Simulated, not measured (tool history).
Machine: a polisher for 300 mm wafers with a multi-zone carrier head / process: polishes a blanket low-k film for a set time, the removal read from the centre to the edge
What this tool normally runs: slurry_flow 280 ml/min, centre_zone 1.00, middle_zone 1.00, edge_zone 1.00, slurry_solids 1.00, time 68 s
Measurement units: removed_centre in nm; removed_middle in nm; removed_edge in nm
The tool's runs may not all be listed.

run	day	slurry_flow	centre_zone	middle_zone	edge_zone	slurry_solids	time	incoming thickness of the incoming film, nm	removed_centre	removed_middle	removed_edge
1	0.000	280	1.00	1.00	1.00	1.00	68	379.9	20.3	21.1	21.9
2	0.604	280	1.00	1.00	1.00	1.00	68	382.8	20.8	21.8	22.5
3	1.304	280	1.00	1.00	1.00	1.00	68	384.8	22.1	23.0	23.7
4	1.775	280	1.00	1.00	1.00	1.00	68	383.0	22.0	22.9	23.6
5	2.329	280	1.00	1.00	1.00	1.00	68	386.3	22.0	22.9	23.1
6	2.742	280	1.00	1.00	1.00	1.20	68	382.7	23.9	25.0	25.8
7	3.092	280	1.00	1.00	1.00	1.10	50	381.2	16.6	17.2	17.8
8	3.350	280	1.00	1.00	1.00	1.10	68	374.6	22.6	23.6	24.2
9	3.725	355	1.00	1.09	1.00	0.75	79	374.2	21.0	23.3	21.7
10	4.271	280	1.00	1.00	1.00	0.90	51	378.9	14.5	15.1	15.6
11	4.875	200	1.00	1.00	0.88	1.00	68	372.6	20.6	21.6	21.4
12	5.371	280	1.03	1.08	1.00	1.00	68	383.5	22.5	24.4	23.4
13	5.733	280	1.00	1.00	1.00	1.00	68	381.2	21.6	22.7	22.8
14	6.138	185	1.00	1.00	1.00	1.00	91	377.0	27.0	28.5	29.2
15	6.612	225	1.00	1.00	1.00	1.00	68	375.0	20.4	21.6	22.4
16	7.288	195	0.92	1.00	1.00	1.00	68	383.4	18.0	20.5	21.5
17	7.838	280	1.05	1.00	1.00	0.70	68	381.0	16.5	16.7	17.0
18	8.158	280	1.00	0.97	1.00	1.00	44	383.4	13.0	13.2	13.8
19	8.542	330	1.00	1.00	1.00	1.00	68	383.4	22.3	23.4	24.3
20	8.950	280	1.00	1.00	1.00	1.00	68	380.6	21.7	22.8	23.6
21	9.554	280	1.08	1.00	1.00	0.70	68	383.3	18.0	17.6	18.2

Withheld: 5 entries from between the runs. Position of each, and hidden state at the listed run before versus the listed run after:
Runs 1 to 2: slurry nozzle cleaned (day 0.204)
  removal rate lost through wear of the pad, %: 3.96 -> 5.83; slurry flow missing at the pad, %: 30.1 -> 0.531
  measured less the result without the state, removed_centre: -2.0 -> -1.3 nm; removed_middle: -2.1 -> -1.4 nm; removed_edge: -1.8 -> -1.4 nm
Runs 2 to 3: worn pad replaced by a new one (day 0.950)
  removal rate lost through wear of the pad, %: 5.83 -> 0.147; slurry flow missing at the pad, %: 0.531 -> 0.568
  measured less the result without the state, removed_centre: -1.3 -> +0.0 nm; removed_middle: -1.4 -> +0.0 nm; removed_edge: -1.4 -> -0.1 nm
Runs 10 to 11: worn pad replaced by a new one (day 4.454)
  removal rate lost through wear of the pad, %: 6.64 -> 1.17; slurry flow missing at the pad, %: 1.11 -> 1.29
  measured less the result without the state, removed_centre: -1.1 -> -0.3 nm; removed_middle: -1.0 -> -0.3 nm; removed_edge: -1.1 -> -0.3 nm
Runs 11 to 12: carrier head's membrane replaced by a new one (day 5.321)
  removal rate lost through wear of the pad, %: 1.17 -> 1.57; slurry flow missing at the pad, %: 1.29 -> 1.46
  measured less the result without the state, removed_centre: -0.3 -> -0.4 nm; removed_middle: -0.3 -> -0.4 nm; removed_edge: -0.3 -> -0.4 nm
Runs 18 to 19: worn pad replaced by a new one (day 8.379)
  removal rate lost through wear of the pad, %: 9.24 -> 1.06; slurry flow missing at the pad, %: 2.75 -> 2.97
  measured less the result without the state, removed_centre: -1.4 -> -0.3 nm; removed_middle: -1.4 -> -0.4 nm; removed_edge: -1.5 -> -0.3 nm
